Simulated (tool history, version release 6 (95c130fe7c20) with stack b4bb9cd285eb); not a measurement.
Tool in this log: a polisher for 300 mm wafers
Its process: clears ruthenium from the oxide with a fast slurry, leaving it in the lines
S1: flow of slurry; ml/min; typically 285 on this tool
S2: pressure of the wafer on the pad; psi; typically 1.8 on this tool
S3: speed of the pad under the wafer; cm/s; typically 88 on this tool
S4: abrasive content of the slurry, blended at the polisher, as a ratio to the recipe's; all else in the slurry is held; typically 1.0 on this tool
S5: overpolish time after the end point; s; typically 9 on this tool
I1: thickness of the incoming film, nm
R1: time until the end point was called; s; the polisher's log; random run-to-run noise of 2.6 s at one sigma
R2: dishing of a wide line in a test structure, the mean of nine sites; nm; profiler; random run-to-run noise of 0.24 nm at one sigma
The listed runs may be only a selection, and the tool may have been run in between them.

run 1 hour=0.0 | S1=285 S2=1.8 S3=88 S4=0.8 S5=9 | I1=310.1 | R1=159.3 R2=12.8
-- hour=6.4 worn pad replaced by a new one
run 2 hour=32.2 | S1=285 S2=1.8 S3=88 S4=0.8 S5=9 | I1=306.2 | R1=161.1 R2=13.1
run 3 hour=58.3 | S1=285 S2=1.8 S3=88 S4=1.0 S5=9 | I1=309.1 | R1=147.2 R2=13.4
run 4 hour=91.2 | S1=285 S2=1.8 S3=88 S4=1.0 S5=9 | I1=313.1 | R1=150.3 R2=13.8
run 5 hour=114.1 | S1=285 S2=1.8 S3=88 S4=1.0 S5=11 | I1=311.7 | R1=151.0 R2=15.9
run 6 hour=142.6 | S1=285 S2=1.8 S3=88 S4=1.0 S5=11 | I1=306.5 | R1=145.1 R2=16.5
-- hour=165.9 worn pad replaced by a new one
-- hour=182.9 head pressure recalibrated
-- hour=204.9 slurry nozzle cleaned
-- hour=212.5 slurry blender recalibrated
run 7 hour=241.7 | S1=285 S2=1.8 S3=88 S4=1.0 S5=9 | I1=307.1 | R1=146.7 R2=13.7
run 8 hour=271.5 | S1=285 S2=1.8 S3=88 S4=1.0 S5=9 | I1=313.0 | R1=150.0 R2=13.9
run 9 hour=304.1 | S1=285 S2=1.8 S3=88 S4=1.0 S5=9 | I1=307.4 | R1=151.6 R2=13.8
-- hour=320.4 worn pad replaced by a new one
run 10 hour=335.6 | S1=285 S2=2.1 S3=88 S4=1.0 S5=9 | I1=313.6 | R1=131.2 R2=16.3
run 11 hour=360.9 | S1=285 S2=1.8 S3=88 S4=1.0 S5=9 | I1=306.7 | R1=148.6 R2=13.5
run 12 hour=377.5 | S1=285 S2=1.8 S3=88 S4=1.0 S5=9 | I1=305.9 | R1=146.2 R2=13.8
run 13 hour=396.5 | S1=285 S2=1.5 S3=68 S4=1.0 S5=6 | I1=307.7 | R1=230.7 R2=6.3
run 14 hour=426.3 | S1=325 S2=1.8 S3=88 S4=1.0 S5=13 | I1=304.9 | R1=142.7 R2=18.7

For run 15, what comes out?
run 15 hour=457.3 | S1=285 S2=1.8 S3=88 S4=1.0 S5=9 | I1=311.4 | R1=? R2=?

R1: 148.6 s
R2: 13.8 nm
Take away the tool's hidden state, keep the run-to-run variation as it was, and the same run would have given R1 148.6 s, R2 13.8 nm.
